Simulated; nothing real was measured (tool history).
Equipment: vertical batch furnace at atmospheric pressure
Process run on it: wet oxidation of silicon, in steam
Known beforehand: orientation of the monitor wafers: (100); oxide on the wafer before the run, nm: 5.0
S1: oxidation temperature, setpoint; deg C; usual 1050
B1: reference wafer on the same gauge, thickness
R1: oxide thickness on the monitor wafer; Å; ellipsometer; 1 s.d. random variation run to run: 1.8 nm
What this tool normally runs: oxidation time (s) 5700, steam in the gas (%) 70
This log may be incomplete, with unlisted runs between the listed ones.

{"run": 1, "hour": 0.0, "S1": 1062, "oxidation time (s)": 5700, "steam in the gas (%)": 70, "B1": 568.88, "R1": 5917.4}
{"run": 2, "hour": 59.4, "S1": 1062, "oxidation time (s)": 5700, "steam in the gas (%)": 70, "B1": 569.02, "R1": 5915.1}
{"run": 3, "hour": 98.3, "S1": 1050, "oxidation time (s)": 4020, "steam in the gas (%)": 70, "B1": 569.09, "R1": 4501.3}
{"hour": 124.5, "done": "gauge calibrated"}
{"run": 4, "hour": 161.5, "S1": 1050, "oxidation time (s)": 5700, "steam in the gas (%)": 74, "B1": 569.07, "R1": 5762}
{"run": 5, "hour": 210.5, "S1": 1050, "oxidation time (s)": 5700, "steam in the gas (%)": 70, "B1": 568.91, "R1": 5576.5}
{"run": 6, "hour": 335.3, "S1": 1050, "oxidation time (s)": 5700, "steam in the gas (%)": 70, "B1": 568.82, "R1": 5550.8}
{"run": 7, "hour": 380.6, "S1": 1050, "oxidation time (s)": 5700, "steam in the gas (%)": 70, "B1": 569, "R1": 5559.1}
{"run": 8, "hour": 445.5, "S1": 1050, "oxidation time (s)": 7110, "steam in the gas (%)": 70, "B1": 568.92, "R1": 6292.4}
{"run": 9, "hour": 505.4, "S1": 1050, "oxidation time (s)": 7110, "steam in the gas (%)": 70, "B1": 568.89, "R1": 6330.9}
{"run": 10, "hour": 543.6, "S1": 1063, "oxidation time (s)": 5700, "steam in the gas (%)": 70, "B1": 569.17, "R1": 5868.5}
{"run": 11, "hour": 597.8, "S1": 1060, "oxidation time (s)": 5700, "steam in the gas (%)": 65, "B1": 568.96, "R1": 5564.9}
{"run": 12, "hour": 637.1, "S1": 1060, "oxidation time (s)": 5700, "steam in the gas (%)": 65, "B1": 569.31, "R1": 5586.6}
{"hour": 679.1, "done": "steam generator serviced"}
{"run": 13, "hour": 705.3, "S1": 1050, "oxidation time (s)": 5700, "steam in the gas (%)": 68, "B1": 568.75, "R1": 5596.5}
{"hour": 736.0, "done": "thermocouples replaced and temperature profile calibrated"}
{"run": 14, "hour": 746.8, "S1": 1050, "oxidation time (s)": 5700, "steam in the gas (%)": 68, "B1": 568.53, "R1": 5552.8}
{"run": 15, "hour": 785.3, "S1": 1050, "oxidation time (s)": 5700, "steam in the gas (%)": 68, "B1": 569.18, "R1": 5551.6}
{"run": 16, "hour": 847.0, "S1": 1050, "oxidation time (s)": 6360, "steam in the gas (%)": 65, "B1": 568.89, "R1": 5791.9}
{"run": 17, "hour": 886.2, "S1": 1060, "oxidation time (s)": 4470, "steam in the gas (%)": 80, "B1": 569.11, "R1": 5537}
{"run": 18, "hour": 938.3, "S1": 1050, "oxidation time (s)": 5700, "steam in the gas (%)": 70, "B1": 569.37, "R1": 5633.8}
{"run": 19, "hour": 982.4, "S1": 1050, "oxidation time (s)": 3660, "steam in the gas (%)": 63, "B1": 568.71, "R1": 4021.8}
{"run": 20, "hour": 1043.4, "S1": 1050, "oxidation time (s)": 3630, "steam in the gas (%)": 80, "B1": 568.73, "R1": 4626.6}
{"run": 21, "hour": 1112.0, "S1": 1050, "oxidation time (s)": 5700, "steam in the gas (%)": 67, "B1": 568.88, "R1": 5487.3}
{"run": 22, "hour": 1140.1, "S1": 1050, "oxidation time (s)": 5700, "steam in the gas (%)": 70, "B1": 569.01, "R1": 5588.2}
{"run": 23, "hour": 1210.4, "S1": 1072, "oxidation time (s)": 5700, "steam in the gas (%)": 70, "B1": 568.43, "R1": 6206.7}
{"run": 24, "hour": 1253.2, "S1": 1026, "oxidation time (s)": 3090, "steam in the gas (%)": 59, "B1": 568.93, "R1": 2961.9}
{"run": 25, "hour": 1282.3, "S1": 1050, "oxidation time (s)": 5700, "steam in the gas (%)": 61, "B1": 568.99, "R1": 5164.9}
{"run": 26, "hour": 1353.1, "S1": 1050, "oxidation time (s)": 5700, "steam in the gas (%)": 70, "B1": 568.89, "R1": 5597.5}
{"run": 27, "hour": 1407.5, "S1": 1050, "oxidation time (s)": 5700, "steam in the gas (%)": 74, "B1": 568.65, "R1": 5774.2}
{"hour": 1423.7, "done": "gauge calibrated"}
{"run": 28, "hour": 1601.3, "S1": 1057, "oxidation time (s)": 8310, "steam in the gas (%)": 64, "B1": 568.92, "R1": 6820.3}
{"run": 29, "hour": 1659.5, "S1": 1050, "oxidation time (s)": 5700, "steam in the gas (%)": 70, "B1": 569.04, "R1": 5570.4}
{"run": 30, "hour": 1693.8, "S1": 1069, "oxidation time (s)": 5700, "steam in the gas (%)": 70, "B1": 569.28, "R1": 6069.7}
{"run": 31, "hour": 1747.7, "S1": 1050, "oxidation time (s)": 5700, "steam in the gas (%)": 70, "B1": 569.08, "R1": 5554.9}
{"run": 32, "hour": 1783.3, "S1": 1064, "oxidation time (s)": 5700, "steam in the gas (%)": 64, "B1": 568.82, "R1": 5650.9}

Measured less the same run without the tool's hidden state. The same run-to-run variation is in both; the gauge's scatter may not be:
The tool's hidden condition here consists of: true tube temperature minus thermocouple reading, K; steam share off its setpoint, % of the setpoint; gauge reads high (%).
run=1 R1=-94.9
run=2 R1=-102.6
run=3 R1=-86.1
run=4 R1=-114.9
run=5 R1=-117.9
run=6 R1=-133.2
run=7 R1=-139.1
run=8 R1=-164.1
run=9 R1=-173.8
run=10 R1=-164.9
run=11 R1=-165
run=12 R1=-170.7
run=13 R1=-14.5
run=14 R1=-19.3
run=15 R1=-23.9
run=16 R1=-32.6
run=17 R1=-35.6
run=18 R1=-43.1
run=19 R1=-36.3
run=20 R1=-47.2
run=21 R1=-63
run=22 R1=-67.5
run=23 R1=-81.4
run=24 R1=-49.2
run=25 R1=-79.6
run=26 R1=-94.2
run=27 R1=-103.8
run=28 R1=-148.1
run=29 R1=-132.4
run=30 R1=-144
run=31 R1=-143.3
run=32 R1=-147.5
